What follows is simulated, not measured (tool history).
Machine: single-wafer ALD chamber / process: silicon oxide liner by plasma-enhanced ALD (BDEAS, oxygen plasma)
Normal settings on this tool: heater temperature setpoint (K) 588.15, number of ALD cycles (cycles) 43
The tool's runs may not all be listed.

| run | hour | heater temperature setpoint (K) | number of ALD cycles (cycles) | wafers since the last listed run | hours since the last thermocouple change | hours since the gauge calibration | read-back reference wafer on the same gauge, thickness_nm | mean film thickness on the monitor wafer (Å) |
|---|---|---|---|---|---|---|---|---|
| 1 | 0 | 588.15 | 48 | 0 | 926 | 590.9 | 4.566 | 45.2 |
| 2 | 134.9 | 588.15 | 48 | 1061 | 1060.9 | 725.8 | 4.552 | 45.19 |
| 3 | 195.8 | 588.15 | 49 | 479 | 1121.8 | 786.7 | 4.549 | 45.98 |
| 4 | 248.1 | 588.15 | 43 | 411 | 1174.1 | 839 | 4.553 | 40.3 |
| 5 | 313 | 588.15 | 43 | 510 | 1239 | 903.9 | 4.545 | 40.36 |
| 6 | 495.8 | 588.15 | 43 | 1439 | 1421.8 | 1086.7 | 4.54 | 40.39 |
| 7 | 557.5 | 588.15 | 43 | 485 | 1483.5 | 1148.4 | 4.539 | 40.3 |
| 8 | 728.1 | 591.15 | 43 | 1343 | 1654.1 | 1319 | 4.537 | 40.08 |
| 9 | 805.2 | 591.15 | 43 | 606 | 1731.2 | 1396.1 | 4.531 | 40.15 |
|  | 869.2 | thermocouple changed; heater temperature recalibrated |
|  | 879.5 | gauge calibrated |
| 10 | 975.9 | 588.15 | 43 | 1280 | 106.7 | 96.4 | 4.638 | 41.36 |
| 11 | 1025.2 | 588.15 | 43 | 388 | 156 | 145.7 | 4.632 | 41.09 |
| 12 | 1051.9 | 580.15 | 43 | 210 | 182.7 | 172.4 | 4.625 | 41.57 |
| 13 | 1114.8 | 588.15 | 40 | 495 | 245.6 | 235.3 | 4.618 | 38.21 |
| 14 | 1163.3 | 588.15 | 39 | 381 | 294.1 | 283.8 | 4.615 | 37.05 |
| 15 | 1229.5 | 588.15 | 39 | 521 | 360.3 | 350 | 4.604 | 37.19 |
| 16 | 1277.6 | 596.15 | 43 | 378 | 408.4 | 398.1 | 4.598 | 40.49 |
| 17 | 1304.9 | 581.15 | 43 | 214 | 435.7 | 425.4 | 4.598 | 41.12 |
| 18 | 1371.8 | 588.15 | 43 | 526 | 502.6 | 492.3 | 4.591 | 40.78 |
| 19 | 1418.2 | 588.15 | 43 | 365 | 549 | 538.7 | 4.587 | 40.92 |
| 20 | 1613.9 | 583.15 | 43 | 1540 | 744.7 | 734.4 | 4.576 | 40.9 |
| 21 | 1646.8 | 583.15 | 43 | 258 | 777.6 | 767.3 | 4.576 | 40.93 |
| 22 | 1695.1 | 583.15 | 43 | 380 | 825.9 | 815.6 | 4.573 | 40.8 |
| 23 | 1756.7 | 601.15 | 47 | 484 | 887.5 | 877.2 | 4.573 | 43.65 |
| 24 | 1810.3 | 592.15 | 46 | 421 | 941.1 | 930.8 | 4.567 | 43.25 |
| 25 | 1851 | 592.15 | 43 | 320 | 981.8 | 971.5 | 4.57 | 40.31 |
| 26 | 1894.5 | 597.15 | 43 | 342 | 1025.3 | 1015 | 4.567 | 39.99 |
| 27 | 1931 | 582.15 | 35 | 287 | 1061.8 | 1051.5 | 4.563 | 33.26 |
| 28 | 1985.1 | 577.15 | 36 | 425 | 1115.9 | 1105.6 | 4.565 | 34.57 |
| 29 | 2032.5 | 598.15 | 43 | 373 | 1163.3 | 1153 | 4.564 | 40.16 |
| 30 | 2073.3 | 580.15 | 47 | 321 | 1204.1 | 1193.8 | 4.565 | 44.76 |
| 31 | 2120.4 | 573.15 | 36 | 370 | 1251.2 | 1240.9 | 4.564 | 34.39 |
|  | 2135.5 | gauge calibrated |
| 32 | 2166.7 | 580.15 | 47 | 364 | 1297.5 | 31.2 | 4.62 | 45.48 |
| 33 | 2211.3 | 593.15 | 47 | 351 | 1342.1 | 75.8 | 4.612 | 44.68 |
| 34 | 2236.3 | 588.15 | 43 | 196 | 1367.1 | 100.8 | 4.609 | 41.05 |
| 35 | 2266 | 582.15 | 43 | 233 | 1396.8 | 130.5 | 4.603 | 41.25 |
| 36 | 2330.9 | 588.15 | 43 | 510 | 1461.7 | 195.4 | 4.591 | 40.85 |
|  | 2340.8 | thermocouple changed; heater temperature recalibrated |
| 37 | 2382.2 | 588.15 | 43 | 340 | 41.4 | 246.7 | 4.588 | 40.73 |
| 38 | 2415.2 | 588.15 | 36 | 259 | 74.4 | 279.7 | 4.584 | 33.99 |
| 39 | 2479.4 | 574.15 | 50 | 505 | 138.6 | 343.9 | 4.574 | 48.18 |
| 40 | 2504.3 | 574.15 | 43 | 196 | 163.5 | 368.8 | 4.574 | 41.4 |
| 41 | 2566.7 | 583.15 | 36 | 491 | 225.9 | 431.2 | 4.564 | 34.18 |
| 42 | 2592.6 | 595.15 | 43 | 203 | 251.8 | 457.1 | 4.561 | 40.4 |
| 43 | 2654.9 | 593.15 | 49 | 490 | 314.1 | 519.4 | 4.562 | 45.86 |
| 44 | 2706.5 | 603.15 | 43 | 406 | 365.7 | 571 | 4.558 | 39.8 |
| 45 | 2734.8 | 601.15 | 47 | 222 | 394 | 599.3 | 4.555 | 43.41 |
| 46 | 2787.2 | 588.15 | 51 | 412 | 446.4 | 651.7 | 4.552 | 47.99 |

Forecast each of these 4 alternatives for the next run:
| A | 2787.7 | 588.15 | 35 | 3 | 446.9 | 652.2 | ? | ? |
| B | 2787.7 | 583.15 | 39 | 3 | 446.9 | 652.2 | ? | ? |
| C | 2787.7 | 573.15 | 43 | 3 | 446.9 | 652.2 | ? | ? |
| D | 2787.7 | 583.15 | 47 | 3 | 446.9 | 652.2 | ? | ? |

| run | read-back reference wafer on the same gauge, thickness_nm | mean film thickness on the monitor wafer (Å) |
|---|---|---|
| A | 4.551 | 33.04 |
| B | 4.551 | 37.05 |
| C | 4.551 | 41.36 |
| D | 4.551 | 44.65 |
Had the tool no hidden state, the same runs would have come out as:
| run | mean film thickness on the monitor wafer (Å) |
|---|---|
| A | 33.68 |
| B | 37.77 |
| C | 42.16 |
| D | 45.51 |
